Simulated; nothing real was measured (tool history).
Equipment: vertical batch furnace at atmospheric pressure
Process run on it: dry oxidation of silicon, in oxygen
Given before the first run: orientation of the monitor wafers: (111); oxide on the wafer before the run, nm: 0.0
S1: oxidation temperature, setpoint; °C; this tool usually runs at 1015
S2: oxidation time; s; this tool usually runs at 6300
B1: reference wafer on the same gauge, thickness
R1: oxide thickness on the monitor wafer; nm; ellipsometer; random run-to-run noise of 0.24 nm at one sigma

| run | hour | S1 | S2 | B1 | R1 |
|---|---|---|---|---|---|
| 1 | 0.0 | 1015 | 6300 | 95.03 | 105.64 |
| 2 | 27.5 | 1015 | 6300 | 95.04 | 105.68 |
| 3 | 50.2 | 1025 | 6300 | 95.06 | 113.21 |
| 4 | 62.6 | 1025 | 6300 | 95.03 | 112.88 |
| 5 | 91.8 | 996 | 6300 | 95.01 | 92.32 |
| 6 | 106.6 | 996 | 6300 | 95.00 | 92.22 |
| 7 | 135.1 | 996 | 6300 | 95.00 | 92.06 |
| 8 | 153.4 | 1015 | 6300 | 95.01 | 105.87 |
| 9 | 183.8 | 1015 | 6300 | 94.98 | 105.27 |
| 10 | 211.9 | 1015 | 6300 | 94.99 | 105.59 |
| 11 | 239.0 | 1015 | 5100 | 95.02 | 92.18 |
| 12 | 253.0 | 1015 | 5100 | 95.04 | 92.17 |
| 13 | 266.1 | 1015 | 3900 | 95.02 | 77.46 |
|  | 269.5 | gauge calibrated |
| 14 | 293.6 | 993 | 5460 | 95.01 | 82.37 |
|  | 331.1 | thermocouples replaced and temperature profile calibrated |
| 15 | 331.6 | 1003 | 7680 | 95.04 | 109.66 |
| 16 | 354.2 | 1035 | 3780 | 94.97 | 87.08 |
| 17 | 377.5 | 1015 | 9060 | 95.01 | 132.57 |
| 18 | 406.2 | 1028 | 9180 | 95.01 | 145.16 |
| 19 | 436.7 | 999 | 8190 | 94.98 | 111.85 |
|  | 470.2 | boat lift adjusted |
| 20 | 470.7 | 1031 | 6300 | 94.99 | 120.02 |
| 21 | 495.5 | 1015 | 5100 | 94.99 | 94.82 |
| 22 | 509.5 | 1023 | 8880 | 95.03 | 141.42 |
| 23 | 540.6 | 1015 | 6300 | 95.00 | 108.37 |
| 24 | 565.1 | 1009 | 3750 | 94.99 | 73.74 |
| 25 | 595.1 | 1015 | 6300 | 95.01 | 107.85 |

Consider 5 possible next runs. They are alternatives, not a sequence: every one starts from the tool as it was left by run 25. What does each give?
| A | 600.8 | 1015 | 6300 | ? | ? |
| B | 600.8 | 1029 | 7560 | ? | ? |
| C | 600.8 | 1015 | 7110 | ? | ? |
| D | 600.8 | 1034 | 3180 | ? | ? |
| E | 600.8 | 1025 | 4800 | ? | ? |

| run | B1 | R1 |
|---|---|---|
| A | 95.00 | 107.56 |
| B | 95.00 | 131.88 |
| C | 95.00 | 116.08 |
| D | 95.00 | 78.64 |
| E | 95.00 | 96.78 |
Without the tool's unlogged condition, the same runs would have read:
| run | R1 |
|---|---|
| A | 108.42 |
| B | 132.78 |
| C | 116.99 |
| D | 79.19 |
| E | 97.49 |
